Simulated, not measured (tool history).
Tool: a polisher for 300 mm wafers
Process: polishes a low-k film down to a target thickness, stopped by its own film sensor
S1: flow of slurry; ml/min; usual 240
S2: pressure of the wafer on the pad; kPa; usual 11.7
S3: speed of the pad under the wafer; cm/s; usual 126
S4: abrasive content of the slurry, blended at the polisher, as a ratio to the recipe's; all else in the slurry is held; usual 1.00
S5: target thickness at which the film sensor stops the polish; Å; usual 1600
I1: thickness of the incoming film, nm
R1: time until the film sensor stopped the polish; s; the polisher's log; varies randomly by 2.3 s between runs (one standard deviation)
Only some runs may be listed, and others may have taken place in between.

| run | hour | S1 | S2 | S3 | S4 | S5 | I1 | R1 |
|---|---|---|---|---|---|---|---|---|
| 1 | 0.0 | 240 | 10.3 | 126 | 1.00 | 1700 | 218.8 | 137.8 |
| 2 | 28.5 | 240 | 11.7 | 126 | 1.00 | 1600 | 218.1 | 158.3 |
| 3 | 52.1 | 240 | 11.7 | 126 | 1.00 | 1600 | 222.2 | 172.9 |
| 4 | 68.8 | 240 | 11.7 | 126 | 1.20 | 1600 | 219.0 | 157.6 |
|  | 81.1 | worn pad replaced by a new one |
| 5 | 86.0 | 240 | 11.7 | 126 | 1.00 | 1600 | 219.2 | 148.8 |
|  | 95.7 | head pressure recalibrated |
| 6 | 99.1 | 240 | 11.7 | 126 | 1.00 | 1600 | 224.3 | 165.7 |
|  | 115.6 | slurry nozzle cleaned |
| 7 | 116.1 | 240 | 11.7 | 126 | 1.00 | 1600 | 222.5 | 160.1 |
| 8 | 129.3 | 240 | 11.7 | 126 | 1.00 | 1600 | 221.3 | 165.6 |
| 9 | 161.3 | 240 | 9.7 | 168 | 0.80 | 1600 | 220.3 | 172.6 |
|  | 177.2 | conditioning disc replaced and pad reconditioned |
| 10 | 195.9 | 315 | 11.7 | 126 | 1.00 | 1600 | 219.3 | 138.8 |
| 11 | 222.3 | 290 | 11.7 | 102 | 1.00 | 1600 | 219.1 | 177.4 |
|  | 231.3 | worn pad replaced by a new one |
| 12 | 236.0 | 240 | 11.7 | 152 | 1.00 | 1540 | 218.5 | 131.2 |
|  | 251.1 | slurry blender recalibrated |
| 13 | 256.3 | 240 | 11.7 | 126 | 1.00 | 1600 | 222.1 | 144.1 |
| 14 | 276.8 | 240 | 11.7 | 170 | 1.00 | 1600 | 217.7 | 115.1 |
| 15 | 302.8 | 195 | 11.7 | 96 | 1.25 | 1520 | 217.5 | 186.4 |
| 16 | 339.3 | 315 | 11.7 | 126 | 0.75 | 1600 | 224.0 | 181.9 |
| 17 | 374.1 | 185 | 11.7 | 126 | 1.30 | 1600 | 220.4 | 153.8 |
|  | 399.4 | worn pad replaced by a new one |
| 18 | 404.8 | 285 | 11.7 | 110 | 1.25 | 1450 | 220.3 | 183.0 |
| 19 | 422.9 | 270 | 11.7 | 100 | 1.15 | 1430 | 223.3 | 228.2 |
| 20 | 446.7 | 240 | 11.7 | 126 | 1.00 | 1600 | 218.7 | 149.0 |
| 21 | 466.3 | 240 | 11.7 | 126 | 1.30 | 1600 | 220.6 | 144.0 |
| 22 | 489.1 | 240 | 11.7 | 126 | 1.00 | 1600 | 223.7 | 167.9 |
| 23 | 511.3 | 240 | 11.7 | 126 | 1.00 | 1600 | 215.4 | 155.0 |
| 24 | 528.5 | 240 | 11.7 | 126 | 1.00 | 1430 | 219.7 | 216.8 |
|  | 541.9 | slurry blender recalibrated |
|  | 549.7 | worn pad replaced by a new one |
| 25 | 562.7 | 240 | 11.7 | 126 | 1.00 | 1600 | 217.1 | 147.8 |

Predict each of these 4 candidate next runs independently; none follows another, all start after run 25:
| A | 563.2 | 240 | 11.7 | 126 | 1.00 | 1600 | 224.2 | ? |
| B | 563.2 | 195 | 11.7 | 126 | 1.00 | 1600 | 224.2 | ? |
| C | 563.2 | 240 | 15.2 | 126 | 1.00 | 1440 | 224.2 | ? |
| D | 563.2 | 240 | 9.0 | 126 | 0.75 | 1410 | 224.2 | ? |

| run | R1 |
|---|---|
| A | 169.8 |
| B | 173.0 |
| C | 174.7 |
| D | 297.4 |
With the hidden condition removed and each run's random variation left untouched, the same runs would have given:
| run | R1 |
|---|---|
| A | 136.0 |
| B | 138.6 |
| C | 135.0 |
| D | 245.9 |

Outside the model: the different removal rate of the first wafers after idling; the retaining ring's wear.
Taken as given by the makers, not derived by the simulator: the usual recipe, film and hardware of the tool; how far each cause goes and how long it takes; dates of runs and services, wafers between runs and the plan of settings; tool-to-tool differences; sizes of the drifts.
